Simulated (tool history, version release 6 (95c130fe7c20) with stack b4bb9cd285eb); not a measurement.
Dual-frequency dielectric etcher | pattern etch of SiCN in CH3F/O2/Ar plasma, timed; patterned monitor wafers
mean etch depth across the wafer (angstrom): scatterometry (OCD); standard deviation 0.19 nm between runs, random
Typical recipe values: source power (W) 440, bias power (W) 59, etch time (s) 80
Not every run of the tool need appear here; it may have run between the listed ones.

run   hour  source power (W)  bias power (W)  etch time (s)  wafers since the last listed run  hours since the last wet clean  hours since the last source power generator calibration  hours since the last bias power generator calibration  hours since the last upper electrode change  hours since the gauge calibration  read-back reference wafer on the same gauge, depth_nm  mean etch depth across the wafer (angstrom)
  1      0               400              59             80                                 0                           258.5                                                   4098.8                                                 3200.6                                       3832.6                              225.1                                                  26.62                                        260.7
      13.3  -- gauge calibrated
  2   50.3               440              59             80                               558                           308.8                                                   4149.1                                                 3250.9                                       3882.9                                 37                                                  26.57                                        270.7
  3   67.2               440              65             72                               187                           325.7                                                     4166                                                 3267.8                                       3899.8                               53.9                                                  26.61                                          243
  4   81.3               440              59             72                               156                           339.8                                                   4180.1                                                 3281.9                                       3913.9                                 68                                                  26.59                                          238
  5   95.3               440              59             72                               155                           353.8                                                   4194.1                                                 3295.9                                       3927.9                                 82                                                  26.63                                          241
  6  106.2               440              59             80                               121                           364.7                                                     4205                                                 3306.8                                       3938.8                               92.9                                                   26.6                                        262.9
  7  115.9               440              59             80                               107                           374.4                                                   4214.7                                                 3316.5                                       3948.5                              102.6                                                   26.6                                        264.1
       148  -- upper electrode replaced
  8  148.5               440              59             80                                95                             407                                                   4247.3                                                 3349.1                                          0.5                              135.2                                                  26.63                                        264.5
  9  148.9               440              59             80                                 4                           407.4                                                   4247.7                                                 3349.5                                          0.9                              135.6                                                   26.6                                        262.5
 10  155.2               440              59             80                                69                           413.7                                                     4254                                                 3355.8                                          7.2                              141.9                                                  26.58                                        264.5
     193.6  -- wet clean of the chamber
 11  194.1               510              59           63.5                               165                             0.5                                                   4292.9                                                 3394.7                                         46.1                              180.8                                                  26.59                                        233.1
 12  194.5               510              59           63.5                                 4                             0.9                                                   4293.3                                                 3395.1                                         46.5                              181.2                                                  26.59                                        234.5
 13  205.5               410              64             80                               122                            11.9                                                   4304.3                                                 3406.1                                         57.5                              192.2                                                  26.61                                        270.7
 14  218.4               440              59           72.5                               143                            24.8                                                   4317.2                                                   3419                                         70.4                              205.1                                                  26.61                                        248.3
     230.2  -- bias power generator calibrated
 15  230.7               370              45           59.5                                92                            37.1                                                   4329.5                                                    0.5                                         82.7                              217.4                                                   26.6                                        183.5
 16  242.7               520              70             80                               133                            49.1                                                   4341.5                                                   12.5                                         94.7                              229.4                                                  26.61                                        301.9
 17  250.6               370              45           59.5                                87                              57                                                   4349.4                                                   20.4                                        102.6                              237.3                                                  26.61                                        184.3
 18  265.9               330              48           89.5                               169                            72.3                                                   4364.7                                                   35.7                                        117.9                              252.6                                                  26.63                                        270.2
 19  275.2               440              59             80                               103                            81.6                                                     4374                                                     45                                        127.2                              261.9                                                  26.59                                        272.1
     278.3  -- gauge calibrated
 20    284               440              59             80                                97                            90.4                                                   4382.8                                                   53.8                                          136                                5.7                                                  26.58                                        275.6
 21  299.8               440              59             80                               175                           106.2                                                   4398.6                                                   69.6                                        151.8                               21.5                                                   26.6                                        268.7
     311.5  -- source power generator calibrated
 22    312               440              70           64.5                                91                           118.4                                                      0.5                                                   81.8                                          164                               33.7                                                  26.59                                        226.3
 23  321.9               360              49             80                               109                           128.3                                                     10.4                                                   91.7                                        173.9                               43.6                                                  26.59                                        248.4
 24  336.5               360              64             59                               162                           142.9                                                       25                                                  106.3                                        188.5                               58.2                                                  26.59                                          192
 25  353.2               540              64             80                               185                           159.6                                                     41.7                                                    123                                        205.2                               74.9                                                  26.61                                        292.8

Run 26 has not been measured yet. What should we expect?
 26  361.5               440              59           72.5                                92                           167.9                                                       50                                                  131.3                                        213.5                               83.2                                                      ?                                            ?

{"run 26": {"read-back reference wafer on the same gauge, depth_nm": 26.58, "mean etch depth across the wafer (angstrom)": 247.6}}
Minus the tool's unlogged condition, the same run would have read mean etch depth across the wafer (angstrom) 253.5.
